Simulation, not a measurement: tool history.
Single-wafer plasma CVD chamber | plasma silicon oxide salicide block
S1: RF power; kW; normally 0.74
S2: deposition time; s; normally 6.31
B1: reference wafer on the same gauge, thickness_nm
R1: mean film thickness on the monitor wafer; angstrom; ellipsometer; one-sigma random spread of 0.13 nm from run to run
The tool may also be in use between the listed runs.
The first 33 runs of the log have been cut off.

{"run": 34, "day": 33.854, "S1": 0.74, "S2": 6.31, "B1": 70.992, "R1": 772.37}
{"run": 35, "day": 35.129, "S1": 0.74, "S2": 6.31, "B1": 70.993, "R1": 771.48}
{"run": 36, "day": 35.975, "S1": 0.84, "S2": 6.31, "B1": 71, "R1": 797.09}
{"run": 37, "day": 36.679, "S1": 0.83, "S2": 7.28, "B1": 71.017, "R1": 914.56}
{"run": 38, "day": 37.4, "S1": 0.61, "S2": 6.31, "B1": 71.01, "R1": 739.57}
{"run": 39, "day": 38.488, "S1": 0.74, "S2": 6.31, "B1": 71.001, "R1": 772.46}
{"run": 40, "day": 39.529, "S1": 0.815, "S2": 5.05, "B1": 71.004, "R1": 631.65}
{"run": 41, "day": 40.454, "S1": 0.64, "S2": 5.75, "B1": 70.988, "R1": 681.81}
{"run": 42, "day": 41.129, "S1": 0.74, "S2": 6.31, "B1": 70.99, "R1": 773.02}

Forecast each of these 4 alternatives for the next run:
{"run": "A", "day": 41.146, "S1": 0.79, "S2": 6.31, "B1": "?", "R1": "?"}
{"run": "B", "day": 41.146, "S1": 0.68, "S2": 5.54, "B1": "?", "R1": "?"}
{"run": "C", "day": 41.146, "S1": 0.7, "S2": 5.55, "B1": "?", "R1": "?"}
{"run": "D", "day": 41.146, "S1": 0.74, "S2": 5.16, "B1": "?", "R1": "?"}

run=A B1=71 R1=784.05
run=B B1=71 R1=664.07
run=C B1=71 R1=669.85
run=D B1=71 R1=631.1
The same runs, with their run-to-run variation unchanged, on a tool lacking any hidden condition would have given:
run=A R1=785.91
run=B R1=665.65
run=C R1=671.44
run=D R1=632.6
